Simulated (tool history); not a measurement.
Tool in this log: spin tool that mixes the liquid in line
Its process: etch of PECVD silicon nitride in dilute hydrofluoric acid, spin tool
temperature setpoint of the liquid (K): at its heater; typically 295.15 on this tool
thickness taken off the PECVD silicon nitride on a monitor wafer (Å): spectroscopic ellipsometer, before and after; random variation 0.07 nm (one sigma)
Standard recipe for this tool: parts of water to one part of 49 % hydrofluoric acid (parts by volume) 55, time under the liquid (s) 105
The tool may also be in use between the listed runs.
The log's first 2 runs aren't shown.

run	hour	temperature setpoint of the liquid (K)	parts of water to one part of 49 % hydrofluoric acid (parts by volume)	time under the liquid (s)	wafers since the last listed run	hours since the thermometer was replaced	hours since the hydrofluoric acid flow meter was replaced	hours since the gauge calibration	read-back film thickness of the PECVD silicon nitride reference wafer, read on the same gauge (nm)	thickness taken off the PECVD silicon nitride on a monitor wafer (Å)
3	24.1	295.15	55	80	147	1727.2	2049.3	171.8	40.03	51.4
4	46.8	295.15	55	80	216	1749.9	2072	194.5	39.99	51.2
5	54.2	295.15	40	105	70	1757.3	2079.4	201.9	39.99	91.2
6	80.4	295.15	55	105	249	1783.5	2105.6	228.1	39.96	67.6
7	96.1	295.15	55	105	149	1799.2	2121.3	243.8	40	68.3
8	112.7	295.15	55	105	158	1815.8	2137.9	260.4	39.99	67.4
# hour 117: hydrofluoric acid flow meter replaced
9	124.7	295.15	55	105	104	1827.8	7.7	272.4	40.06	67.8
10	161.4	295.15	35	105	349	1864.5	44.4	309.1	40.02	103.9
11	168	295.15	35	105	62	1871.1	51	315.7	40.01	105.3
# hour 176.3: gauge calibrated
12	182.7	295.15	75	105	140	1885.8	65.7	6.4	40.02	49.6
13	196.2	295.15	55	105	128	1899.3	79.2	19.9	40.03	67
# hour 197.4: thermometer replaced
14	213.2	300.15	55	80	152	15.8	96.2	36.9	40	83.4
15	228.8	295.15	55	65	148	31.4	111.8	52.5	40	48.3
16	241.9	295.15	55	125	124	44.5	124.9	65.6	40.03	92.8
17	253.7	291.15	70	155	112	56.3	136.7	77.4	40.01	68.4
18	260	290.65	45	105	60	62.6	143	83.7	40.02	68.2

What will run 19 give?
19	269.1	292.15	80	165	86	71.7	152.1	92.8	?	?

Logged for run 19: read-back film thickness of the PECVD silicon nitride reference wafer, read on the same gauge (nm) 40.04, thickness taken off the PECVD silicon nitride on a monitor wafer (Å) 68.5.
Had the tool carried no hidden state, the very same run would have given thickness taken off the PECVD silicon nitride on a monitor wafer (Å) 69.6.
